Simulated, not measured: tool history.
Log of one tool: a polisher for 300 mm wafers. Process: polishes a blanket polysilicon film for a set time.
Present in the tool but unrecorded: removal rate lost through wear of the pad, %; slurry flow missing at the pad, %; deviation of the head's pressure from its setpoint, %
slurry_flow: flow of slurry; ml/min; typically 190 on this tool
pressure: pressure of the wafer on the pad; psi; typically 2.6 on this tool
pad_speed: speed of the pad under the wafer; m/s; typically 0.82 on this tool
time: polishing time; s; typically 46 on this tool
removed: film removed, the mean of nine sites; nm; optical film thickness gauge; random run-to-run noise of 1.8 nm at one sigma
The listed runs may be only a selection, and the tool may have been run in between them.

run,hour,slurry_flow,pressure,pad_speed,time,wafers since the last listed run,wafers polished on this pad,hours since the slurry nozzle was cleaned,hours since the head pressure was calibrated,"incoming thickness of the incoming film, nm",removed
1,0,215,2.6,0.82,53,0,2412,425.5,51.4,1784.6,278.1
2,82.5,215,2.6,0.82,53,903,3315,508,133.9,1829.8,272.6
# hour 128.7: slurry nozzle cleaned
3,177.9,215,2.6,0.82,53,1033,4349,49.2,229.3,1817.5,271.9
4,265.2,190,2.6,0.82,46,955,5304,136.5,316.6,1782.5,229.4
# hour 366.6: worn pad replaced by a new one
5,367.1,190,2.6,0.82,46,1071,5,238.4,418.5,1784.6,243.8
6,471,190,2.6,0.82,46,1137,1142,342.3,522.4,1792.2,241.4
7,562.4,190,2.6,0.82,46,1000,2142,433.7,613.8,1829.3,238.1
8,619.2,160,2.6,0.82,46,621,2764,490.5,670.6,1829.4,231.4
# hour 621.7: slurry nozzle cleaned
9,684.3,190,2.6,0.82,46,701,3466,62.6,735.7,1797.8,236.2
10,784.5,190,2.6,0.82,46,1096,4562,162.8,835.9,1839.2,227.5
11,861.9,190,2.6,0.82,46,847,5410,240.2,913.3,1822.1,230.1
12,913,190,2.6,0.82,46,559,5969,291.3,964.4,1809.6,227
13,978.4,190,2.6,0.82,55,715,6685,356.7,1029.8,1819.2,265.9
# hour 1001.3: worn pad replaced by a new one
14,1045.4,190,2.6,0.82,55,689,482,423.7,1096.8,1757.9,290.5
# hour 1135: slurry nozzle cleaned
15,1268.2,225,2.6,0.64,46,2427,2910,133.2,1319.6,1816.2,191.5
# hour 1434.3: head pressure recalibrated
16,1497.7,190,2.6,0.82,54,2490,5400,362.7,63.4,1783.2,272.6
17,1542.6,190,2.6,0.82,54,491,5891,407.6,108.3,1809.4,266.6
18,1584.5,190,2.6,0.82,46,458,6350,449.5,150.2,1820.1,225.3
# hour 1588.9: worn pad replaced by a new one
19,1655.3,190,2.6,0.82,46,731,726,520.3,221,1783.2,244.3
# hour 1667.7: slurry nozzle cleaned
20,1773.8,155,3.4,1.06,35,1286,2012,106.1,339.5,1819.5,292.1
21,1812.8,210,2.6,0.82,46,426,2439,145.1,378.5,1773,239.2
22,1912.4,190,2.6,0.82,46,1090,3529,244.7,478.1,1813.4,232.7
23,1985.4,160,3.4,1.06,59,799,4328,317.7,551.1,1759.6,477.7
24,2029.3,190,3.2,0.82,46,480,4809,361.6,595,1790.9,284.3
# hour 2092.2: worn pad replaced by a new one
25,2132.2,190,2.6,0.82,46,1082,437,464.5,697.9,1796.3,243.2
26,2207.8,255,2.8,0.62,51,827,1264,540.1,773.5,1816.6,227.4
27,2282.5,215,2.6,0.82,46,817,2082,614.8,848.2,1792.2,240.4
# hour 2303.6: slurry nozzle cleaned
28,2322.5,190,2.6,0.82,46,426,2509,18.9,888.2,1791.5,238.2
29,2421,170,2,0.66,46,1078,3587,117.4,986.7,1811.1,141.8
30,2525.1,190,2.6,0.82,46,1139,4727,221.5,1090.8,1791,230.3
# hour 2600.7: worn pad replaced by a new one
31,2601.9,215,2,0.82,39,796,12,298.3,1167.6,1803.8,160.3
# hour 2647.3: head pressure recalibrated
32,2665.2,245,2.3,1,46,670,683,361.6,17.9,1806.3,266.5
33,2724.9,230,2.6,0.82,59,653,1337,421.3,77.6,1827.3,316.5
34,2809.6,140,2.6,0.82,46,927,2264,506,162.3,1785.6,228.8

What differs in the tool's unlogged condition from the final listed run ahead of each entry between runs to the first listed run following it?
After run 2, before run 3: slurry nozzle cleaned (hour 128.7)
  removal rate lost through wear of the pad, %: 4.18 -> 5.45
  difference, measured minus the result without the unlogged condition, removed: -11.9 -> -15.6 nm
After run 4, before run 5: worn pad replaced by a new one (hour 366.6)
  removal rate lost through wear of the pad, %: 6.61 -> 0.0553
  difference, measured minus the result without the unlogged condition, removed: -16.2 -> -0.1 nm
After run 8, before run 9: slurry nozzle cleaned (hour 621.7)
  removal rate lost through wear of the pad, %: 3.42 -> 4.29
  difference, measured minus the result without the unlogged condition, removed: -8.2 -> -10.6 nm
After run 13, before run 14: worn pad replaced by a new one (hour 1001.3)
  removal rate lost through wear of the pad, %: 8.21 -> 0.786
  difference, measured minus the result without the unlogged condition, removed: -23.8 -> -2.3 nm
After run 14, before run 15: slurry nozzle cleaned (hour 1135)
  removal rate lost through wear of the pad, %: 0.786 -> 3.76
  difference, measured minus the result without the unlogged condition, removed: -2.3 -> -7.5 nm
After run 15, before run 16: head pressure recalibrated (hour 1434.3)
  removal rate lost through wear of the pad, %: 3.76 -> 6.82
  difference, measured minus the result without the unlogged condition, removed: -7.5 -> -20 nm
After run 18, before run 19: worn pad replaced by a new one (hour 1588.9)
  removal rate lost through wear of the pad, %: 7.98 -> 1.04
  difference, measured minus the result without the unlogged condition, removed: -19.6 -> -2.5 nm
After run 19, before run 20: slurry nozzle cleaned (hour 1667.7)
  removal rate lost through wear of the pad, %: 1.04 -> 2.62
  difference, measured minus the result without the unlogged condition, removed: -2.5 -> -7.8 nm
After run 24, before run 25: worn pad replaced by a new one (hour 2092.2)
  removal rate lost through wear of the pad, %: 6.03 -> 1.19
  difference, measured minus the result without the unlogged condition, removed: -18.2 -> -2.9 nm
After run 27, before run 28: slurry nozzle cleaned (hour 2303.6)
  removal rate lost through wear of the pad, %: 3.19 -> 3.73
  difference, measured minus the result without the unlogged condition, removed: -7.9 -> -9.2 nm
After run 30, before run 31: worn pad replaced by a new one (hour 2600.7)
  removal rate lost through wear of the pad, %: 6.43 -> 0.326
  difference, measured minus the result without the unlogged condition, removed: -15.9 -> -0.5 nm
After run 31, before run 32: head pressure recalibrated (hour 2647.3)
  removal rate lost through wear of the pad, %: 0.326 -> 1.17
  difference, measured minus the result without the unlogged condition, removed: -0.5 -> -3.2 nm
